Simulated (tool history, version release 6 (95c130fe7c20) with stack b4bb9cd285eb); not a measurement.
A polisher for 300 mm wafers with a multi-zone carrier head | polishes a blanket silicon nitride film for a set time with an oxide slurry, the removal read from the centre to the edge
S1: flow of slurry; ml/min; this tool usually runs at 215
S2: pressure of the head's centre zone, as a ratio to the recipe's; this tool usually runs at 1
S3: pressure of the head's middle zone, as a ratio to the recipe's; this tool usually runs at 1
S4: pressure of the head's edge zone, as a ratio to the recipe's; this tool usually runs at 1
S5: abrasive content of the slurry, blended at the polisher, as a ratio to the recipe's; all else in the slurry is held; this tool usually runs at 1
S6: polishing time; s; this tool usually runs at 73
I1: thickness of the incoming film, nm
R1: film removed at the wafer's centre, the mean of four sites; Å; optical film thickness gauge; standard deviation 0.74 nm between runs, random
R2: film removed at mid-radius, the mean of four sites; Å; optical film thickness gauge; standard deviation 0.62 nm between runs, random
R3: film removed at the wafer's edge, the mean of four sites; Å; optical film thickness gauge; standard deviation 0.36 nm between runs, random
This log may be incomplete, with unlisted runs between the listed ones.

| run | day | S1 | S2 | S3 | S4 | S5 | S6 | I1 | R1 | R2 | R3 |
|---|---|---|---|---|---|---|---|---|---|---|---|
| 1 | 0 | 215 | 0.96 | 1 | 1.06 | 1 | 73 | 564.4 | 495 | 509 | 513 |
| 2 | 0.704 | 215 | 0.96 | 1 | 1.06 | 1 | 73 | 573.8 | 496 | 515 | 514 |
|  | 2.504 | worn pad replaced by a new one |
| 3 | 2.825 | 215 | 0.92 | 1 | 1 | 1 | 73 | 568.8 | 474 | 508 | 498 |
| 4 | 3.529 | 215 | 0.92 | 1 | 1 | 1 | 73 | 575.2 | 475 | 505 | 501 |
| 5 | 3.821 | 215 | 0.92 | 1 | 1 | 1 | 73 | 567.1 | 469 | 499 | 500 |
|  | 3.988 | edge zone pressure recalibrated |
|  | 4.342 | carrier head's membrane replaced by a new one |
| 6 | 4.558 | 215 | 1 | 1 | 1 | 1 | 73 | 568.5 | 510 | 495 | 502 |
| 7 | 5.104 | 215 | 1 | 1 | 1 | 1 | 73 | 569.2 | 513 | 504 | 497 |
| 8 | 5.442 | 215 | 1 | 1 | 1 | 1 | 73 | 569.7 | 494 | 503 | 500 |
| 9 | 5.796 | 215 | 1 | 1 | 1 | 1 | 73 | 576 | 519 | 507 | 498 |
|  | 6.371 | worn pad replaced by a new one |
| 10 | 6.388 | 215 | 1 | 1 | 1 | 1 | 73 | 575.1 | 507 | 494 | 497 |
|  | 6.646 | slurry nozzle cleaned |
| 11 | 6.912 | 215 | 1 | 1 | 1 | 1 | 73 | 557.2 | 468 | 477 | 480 |
| 12 | 7.183 | 215 | 1 | 0.91 | 1 | 1.25 | 99 | 576.8 | 716 | 667 | 712 |
| 13 | 7.712 | 215 | 0.96 | 0.93 | 1 | 0.9 | 73 | 569.2 | 422 | 413 | 447 |
| 14 | 8.067 | 215 | 1.07 | 1.03 | 1.09 | 0.75 | 73 | 574 | 416 | 410 | 413 |
|  | 8.754 | centre zone pressure recalibrated |
|  | 9.021 | slurry nozzle cleaned, repeated, since the last time left the tool worse |
| 15 | 10.283 | 215 | 1 | 1 | 1 | 1 | 73 | 569.4 | 521 | 513 | 503 |
| 16 | 10.592 | 285 | 1 | 1 | 1 | 1 | 49 | 572.9 | 366 | 356 | 347 |
|  | 10.796 | worn pad replaced by a new one |
| 17 | 10.938 | 215 | 1 | 1 | 1 | 1 | 93 | 576.6 | 652 | 659 | 647 |
| 18 | 11.392 | 215 | 1 | 1 | 1 | 1 | 73 | 568.3 | 510 | 516 | 500 |
| 19 | 11.858 | 250 | 1.07 | 1 | 1 | 0.9 | 73 | 570.4 | 531 | 498 | 484 |

Here are 4 independent what-if runs from the current tool condition. What would each one return?
| A | 11.875 | 215 | 1 | 1.04 | 1 | 1 | 73 | 570.7 | ? | ? | ? |
| B | 11.875 | 150 | 1 | 1 | 1 | 1 | 73 | 570.7 | ? | ? | ? |
| C | 11.875 | 215 | 1 | 1 | 0.9 | 1.2 | 73 | 570.7 | ? | ? | ? |
| D | 11.875 | 265 | 1 | 0.92 | 1 | 1 | 73 | 570.7 | ? | ? | ? |

| run | R1 | R2 | R3 |
|---|---|---|---|
| A | 514 | 521 | 503 |
| B | 479 | 473 | 481 |
| C | 560 | 549 | 522 |
| D | 530 | 483 | 515 |
With the hidden condition removed and each run's random variation left untouched, the same runs would have given:
| run | R1 | R2 | R3 |
|---|---|---|---|
| A | 526 | 532 | 511 |
| B | 494 | 487 | 491 |
| C | 573 | 560 | 530 |
| D | 540 | 491 | 521 |
